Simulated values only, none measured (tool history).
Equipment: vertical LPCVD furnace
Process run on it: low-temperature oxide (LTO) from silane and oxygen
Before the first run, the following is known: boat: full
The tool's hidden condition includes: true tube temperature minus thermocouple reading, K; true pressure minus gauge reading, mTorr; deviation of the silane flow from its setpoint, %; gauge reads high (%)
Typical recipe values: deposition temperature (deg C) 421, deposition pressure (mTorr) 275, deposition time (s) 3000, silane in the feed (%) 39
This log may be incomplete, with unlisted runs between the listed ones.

run,day,deposition temperature (deg C),deposition pressure (mTorr),deposition time (s),silane in the feed (%),wafers since the last listed run,hours since the last temperature calibration,hours since the pressure gauge was zeroed,hours since the silane flow controller was replaced,hours since the gauge calibration,"read-back reference wafer on the same gauge, thickness",film thickness on the monitor wafer in the middle of the boat (nm)
1,0.000,421,235,3000,39,0,3323.3,3427.3,6533.3,418.9,684.28,560.62
2,3.600,421,235,3000,39,1209,3409.7,3513.7,6619.7,505.3,684.14,554.39
3,6.388,421,235,3000,39,936,3476.6,3580.6,6686.6,572.2,683.68,557.62
4,8.579,421,275,3000,39,736,3529.2,3633.2,6739.2,624.8,683.93,650.14
# day 9.108: gauge calibrated
5,11.825,421,245,3000,39,1090,3607.1,3711.1,6817.1,65.2,684.42,579.67
6,14.596,421,245,3000,39,931,3673.6,3777.6,6883.6,131.7,683.83,585.49
7,18.438,421,275,3000,39,1291,3765.8,3869.8,6975.8,223.9,684.03,652.48
8,20.138,421,275,3000,39,571,3806.6,3910.6,7016.6,264.7,684.31,652.26
9,22.296,421,275,3000,33,725,3858.4,3962.4,7068.4,316.5,683.89,530.34
10,24.671,421,245,3000,39,798,3915.4,4019.4,7125.4,373.5,683.79,585.71
# day 26.671: silane flow controller replaced
11,26.692,421,240,3000,39,343,3963.9,4067.9,0.5,422.0,683.75,573.43
# day 28.017: pressure gauge zeroed
12,29.583,421,340,3390,39,635,4033.3,37.6,69.9,491.4,684.05,923.82
13,31.304,429,300,3390,42,578,4074.6,78.9,111.2,532.7,684.54,957.89
# day 34.179: thermocouples replaced and temperature profile calibrated
# day 36.367: pressure gauge zeroed, repeated, since the last time left the tool worse
14,36.475,430,275,3390,33,1065,55.1,2.6,235.3,656.8,684.11,631.95
# day 37.383: gauge calibrated
15,39.608,432,220,2400,35,1053,130.3,77.8,310.5,53.4,683.53,395.42
16,50.396,421,275,3000,39,3625,389.2,336.7,569.4,312.3,684.21,629.90
17,51.975,421,225,3000,32,530,427.1,374.6,607.3,350.2,684.54,401.83

Branching from run 17: 4 alternative next runs. What would each branch give?
A,52.171,409,275,3000,39,65,431.8,379.3,612.0,354.9,?,?
B,52.171,427,210,3990,39,65,431.8,379.3,612.0,354.9,?,?
C,52.171,433,335,3000,42,65,431.8,379.3,612.0,354.9,?,?
D,52.171,421,230,2100,39,65,431.8,379.3,612.0,354.9,?,?

run,"read-back reference wafer on the same gauge, thickness",film thickness on the monitor wafer in the middle of the boat (nm)
A,684.00,553.62
B,684.00,678.71
C,684.00,932.44
D,684.00,367.95
Without the tool's unlogged condition, the same runs would have read:
run,film thickness on the monitor wafer in the middle of the boat (nm)
A,550.70
B,674.03
C,928.40
D,365.63
